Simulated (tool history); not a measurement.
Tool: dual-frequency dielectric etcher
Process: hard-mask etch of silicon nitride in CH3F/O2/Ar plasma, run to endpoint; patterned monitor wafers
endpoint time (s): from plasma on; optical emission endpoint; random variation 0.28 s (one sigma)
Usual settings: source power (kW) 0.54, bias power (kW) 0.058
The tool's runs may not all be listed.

run,hour,source power (kW),bias power (kW),"incoming incoming film thickness, nm",endpoint time (s)
1,0,0.54,0.053,37.43,60.5
# hour 78.5: wet clean of the chamber
2,79,0.54,0.053,36.99,58.6
3,126.9,0.54,0.053,37.1,59
4,281.8,0.54,0.058,37.44,57.3
5,311,0.54,0.058,37.18,57.5
6,336.6,0.54,0.058,37.12,56.7
7,402,0.54,0.058,37.21,57.5
8,468.4,0.54,0.058,37.29,58
# hour 474.9: bias power generator calibrated
9,495.5,0.46,0.069,37.28,57.5
10,523.1,0.61,0.062,37.04,53
11,563,0.49,0.071,36.85,54.4
12,634.4,0.41,0.058,36.77,66.7
# hour 682.6: upper electrode replaced
13,683.1,0.59,0.047,36.77,62.3
# hour 717.9: wet clean of the chamber
# hour 804.8: source power generator calibrated
14,869.5,0.58,0.058,37.19,54.8
15,932.3,0.54,0.058,37.39,57.8
16,989.3,0.54,0.058,36.46,56.4
17,1017.3,0.54,0.058,37.06,57.5

Forecast each of these 4 alternatives for the next run:
A,1017.7,0.54,0.058,37.2,?
B,1017.7,0.54,0.066,37.2,?
C,1017.7,0.44,0.068,37.2,?
D,1017.7,0.47,0.044,37.2,?

run,endpoint time (s)
A,57.7
B,54.1
C,58.9
D,71.6
Without the tool's hidden state the same runs would have given:
run,endpoint time (s)
A,55.9
B,52.4
C,57.1
D,69.4
